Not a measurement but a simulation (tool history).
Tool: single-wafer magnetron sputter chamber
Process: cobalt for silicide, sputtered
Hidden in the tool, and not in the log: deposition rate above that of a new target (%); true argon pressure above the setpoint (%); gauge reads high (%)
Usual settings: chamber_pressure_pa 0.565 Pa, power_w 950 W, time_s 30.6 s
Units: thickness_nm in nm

| run | hour | chamber_pressure_pa | power_w | time_s | wafers since the last listed run | wafers on the sputter target | hours since the last manometer calibration | hours since the magnet pack was replaced | hours since the gauge calibration | read-back reference wafer on the same gauge, thickness_nm | thickness_nm |
|---|---|---|---|---|---|---|---|---|---|---|---|
| 1 | 0.0 | 0.565 | 850 | 30.6 | 0 | 4705 | 2515.4 | 8798.8 | 27.8 | 14.401 | 13.500 |
| 2 | 7.3 | 0.565 | 1050 | 30.6 | 250 | 4955 | 2522.7 | 8806.1 | 35.1 | 14.400 | 16.682 |
| 3 | 21.6 | 0.565 | 1050 | 30.6 | 489 | 5445 | 2537.0 | 8820.4 | 49.4 | 14.399 | 16.715 |
| 4 | 27.8 | 0.565 | 950 | 27.0 | 212 | 5657 | 2543.2 | 8826.6 | 55.6 | 14.401 | 13.341 |
| 5 | 41.0 | 0.565 | 950 | 27.0 | 452 | 6110 | 2556.4 | 8839.8 | 68.8 | 14.402 | 13.325 |
| 6 | 70.1 | 0.565 | 950 | 30.6 | 996 | 7107 | 2585.5 | 8868.9 | 97.9 | 14.402 | 15.072 |
| 7 | 76.4 | 0.565 | 950 | 30.6 | 215 | 7323 | 2591.8 | 8875.2 | 104.2 | 14.401 | 15.054 |
|  | 90.9 | sputter target and shields replaced |
|  | 95.1 | magnet pack replaced |
| 8 | 95.6 | 0.565 | 800 | 25.8 | 241 | 18 | 2611.0 | 0.5 | 123.4 | 14.393 | 10.721 |
| 9 | 95.9 | 0.565 | 950 | 27.8 | 10 | 28 | 2611.3 | 0.8 | 123.7 | 14.404 | 13.712 |
|  | 100.9 | gauge calibrated |
|  | 109.2 | capacitance manometer re-zeroed and calibrated |
| 10 | 111.4 | 0.565 | 950 | 30.6 | 256 | 285 | 2.2 | 16.3 | 10.5 | 14.399 | 15.082 |
| 11 | 119.4 | 0.628 | 950 | 30.6 | 274 | 559 | 10.2 | 24.3 | 18.5 | 14.398 | 14.853 |
| 12 | 135.7 | 0.777 | 750 | 30.6 | 558 | 1118 | 26.5 | 40.6 | 34.8 | 14.405 | 11.188 |

Run 13 comes next. What will it give?
| 13 | 145.2 | 0.565 | 1150 | 30.6 | 325 | 1443 | 36.0 | 50.1 | 44.3 | ? | ? |

{"run 13": {"read-back reference wafer on the same gauge, thickness_nm": 14.4, "thickness_nm": 18.184}}
Without the tool's hidden state the same run would have given thickness_nm 18.184 nm.

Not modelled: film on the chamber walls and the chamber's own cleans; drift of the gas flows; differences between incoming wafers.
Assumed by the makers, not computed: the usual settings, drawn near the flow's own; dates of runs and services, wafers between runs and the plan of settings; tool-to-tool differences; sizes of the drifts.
